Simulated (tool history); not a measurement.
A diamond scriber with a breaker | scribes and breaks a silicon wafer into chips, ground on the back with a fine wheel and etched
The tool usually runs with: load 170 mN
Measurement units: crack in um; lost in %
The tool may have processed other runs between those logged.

| run | day | load | incoming depth of the damage left on the back of the incoming wafer, um | crack | lost |
|---|---|---|---|---|---|
| 1 | 0 | 170 | 0.32 | 14.97 | 1.33 |
| 2 | 2.346 | 170 | 0.34 | 14.88 | 1.37 |
| 3 | 4.354 | 198 | 0.59 | 16.95 | 3.04 |
| 4 | 7.992 | 198 | 0.68 | 16.52 | 3.25 |
| 5 | 11.154 | 170 | 0.42 | 14.56 | 1.45 |
| 6 | 15.65 | 170 | 0.48 | 14.48 | 1.41 |
| 7 | 19.183 | 130 | 0.36 | 11.28 | 7.88 |
| 8 | 23.646 | 130 | 0.69 | 11.45 | 7.73 |
| 9 | 27.992 | 128 | 0.56 | 11.23 | 8.82 |
| 10 | 32.208 | 212 | 0.58 | 18.18 | 5.19 |
| 11 | 34.8 | 208 | 0.72 | 17.85 | 4.84 |
| 12 | 37.371 | 170 | 0.49 | 14.81 | 1.33 |
| 13 | 39.9 | 200 | 0.66 | 16.96 | 3.59 |
| 14 | 41.712 | 140 | 0.42 | 12.01 | 4.54 |
| 15 | 43.321 | 170 | 0.46 | 14.92 | 1.33 |
| 16 | 46.25 | 170 | 0.6 | 14.64 | 1.24 |
| 17 | 49.167 | 188 | 0.51 | 16.04 | 1.93 |

Removed from this log: 2 entries logged between the listed runs. Between which two listed runs does each belong, and how does the tool's hidden state at the listed run before it compare with that at the listed run after it?
Run 6 -> run 7: diamond tip replaced by a new one (day 16.371)
  no difference in the tool's unlogged condition between these two runs
Run 12 -> run 13: load on the tip recalibrated (day 39.05)
  no difference in the tool's unlogged condition between these two runs
